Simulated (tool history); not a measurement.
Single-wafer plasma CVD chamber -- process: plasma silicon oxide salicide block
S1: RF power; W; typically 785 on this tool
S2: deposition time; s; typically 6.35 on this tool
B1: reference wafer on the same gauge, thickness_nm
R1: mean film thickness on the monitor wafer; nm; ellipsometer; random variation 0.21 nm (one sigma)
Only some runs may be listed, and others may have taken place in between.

run     day   S1    S2      B1      R1
  1       0  785  6.35  73.843  64.723
  2   1.396  785  6.35  73.899  64.543
  3   2.788  785  6.35   73.86  64.464
  4   3.367  785  6.35  73.958  64.985
  5   4.671  705  7.18    73.9   68.68
  6    5.75  705  7.18   73.87  68.871
  7    6.65  660  6.35  73.867   58.35
  8   7.996  660  6.35  73.804  58.465
  9   8.679  660  6.35  73.852  58.159
 10   9.479  785  6.35  73.925  63.937
 11  10.158  785  6.35   73.89  63.918
 12  10.967  785  6.35  73.849  64.102
 13    11.9  785  6.35  73.955  63.972
 14  13.767  785  6.35  73.895  63.711
 15  14.758  785  6.35  73.968  64.005
 16  15.621  785  6.35  73.756   63.94
       16.5  -- RF generator calibrated
 17  16.596  785  6.35  73.933  66.644
     17.438  -- showerhead replaced
 18  17.458  785  6.35  73.812  66.019
 19  18.146  710  7.15  73.934  70.913
 20  19.258  645  5.97  73.918  56.561
 21  20.379  900  5.53  73.865   61.68
 22  21.667  830  5.12  73.913   54.84
     22.104  -- gauge calibrated
 23  22.458  715  5.86  73.872  58.595
 24  23.442  900  5.53  73.756  61.944
 25  24.196  785  6.35  73.833  66.613
 26  24.854  720  7.17  73.756  71.609
 27  25.517  840  6.35   73.95  68.759
 28  26.429  785  6.35  73.941  66.117
 29  26.992  710  7.03  73.868  69.801
 30  28.196  705  6.35  74.016  62.781
 31  29.479  785  6.35  73.863  66.276
 32  30.658  920  5.88  73.898  66.298
 33  31.521  785  6.35  73.887  66.478
 34  32.654  865  7.03  73.961    76.6

What was the tool's hidden state at every run in the log?
gauge reads high (%): 0 in every run
H1: delivered RF power above the setpoint (%)
run      H1
  1   -5.77
  2   -5.96
  3   -6.15
  4   -6.23
  5   -6.42
  6   -6.57
  7    -6.7
  8    -6.9
  9      -7
 10   -7.13
 11   -7.23
 12   -7.36
 13    -7.5
 14    -7.8
 15   -7.96
 16    -8.1
 17  -0.392
 18  -0.393
 19  -0.395
 20    -0.4
 21  -0.408
 22  -0.419
 23  -0.428
 24  -0.441
 25  -0.452
 26  -0.463
 27  -0.475
 28  -0.492
 29  -0.504
 30  -0.531
 31  -0.563
 32  -0.596
 33  -0.621
 34  -0.657
